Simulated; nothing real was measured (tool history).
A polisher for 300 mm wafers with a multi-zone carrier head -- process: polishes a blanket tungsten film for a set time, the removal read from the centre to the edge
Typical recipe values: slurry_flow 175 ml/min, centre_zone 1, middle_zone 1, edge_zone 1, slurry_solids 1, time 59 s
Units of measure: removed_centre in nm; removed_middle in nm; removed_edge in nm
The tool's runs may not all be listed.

run   hour  slurry_flow  centre_zone  middle_zone  edge_zone  slurry_solids  time  incoming thickness of the incoming film, nm  removed_centre  removed_middle  removed_edge
  1      0          175          0.9         0.96       0.93              1    59                                        932.5           318.1           352.8         355.4
       7.6  -- centre zone pressure recalibrated
  2     10          175            1            1        0.9           0.85    59                                        947.3           347.9           346.1         337.9
      16.8  -- worn pad replaced by a new one
  3   23.4          175            1            1        1.1           1.15    59                                        925.4             375           378.9         401.5
      37.6  -- slurry nozzle cleaned
  4   37.9          175            1            1       0.89              1    59                                          928           375.9           379.5         362.6
  5   53.3          175            1            1          1              1    59                                        939.6           371.7           374.3         372.7
  6   64.6          175            1            1          1            1.2    59                                        946.7           388.8           393.3         398.5
  7   82.5          175            1            1          1              1    59                                        930.1           374.9           374.5         380.6
  8   93.9          175            1            1          1              1    59                                        927.6           373.5           372.5         372.1
  9  110.9          175         1.04         1.07          1            1.1    59                                        939.6           394.1           405.3         389.7
 10  124.4          175            1            1       0.89              1    59                                        919.8           370.5           374.9         359.8
 11  141.5          175         0.88            1          1              1    59                                        932.3           328.7             378           374
     149.4  -- worn pad replaced by a new one
 12  156.8          175            1            1          1           0.85    59                                        939.2           355.5           363.2         359.7
     172.3  -- carrier head's membrane replaced by a new one
 13  172.8          175            1            1          1              1    59                                        925.2           369.9           379.9         374.8
 14  183.4          175            1            1          1              1    59                                          915             369           379.8         372.2
 15    191          225            1         0.89          1              1    59                                        929.7           384.8           351.1         392.7
 16  208.2          175            1            1          1            1.1    59                                        931.3           377.7           379.9         380.6
 17  222.7          175            1            1          1              1    59                                        941.8           368.9           373.3         369.2

Estimate the outcome of run 18 from the log above:
 18  237.7          175            1            1          1              1    59                                        930.6               ?               ?             ?

Run 18 came out at removed_centre 363.4 nm, removed_middle 374.2 nm, removed_edge 373.7 nm.
Minus the tool's unlogged condition, the same run would have read removed_centre 373.8 nm, removed_middle 378.1 nm, removed_edge 376.6 nm.
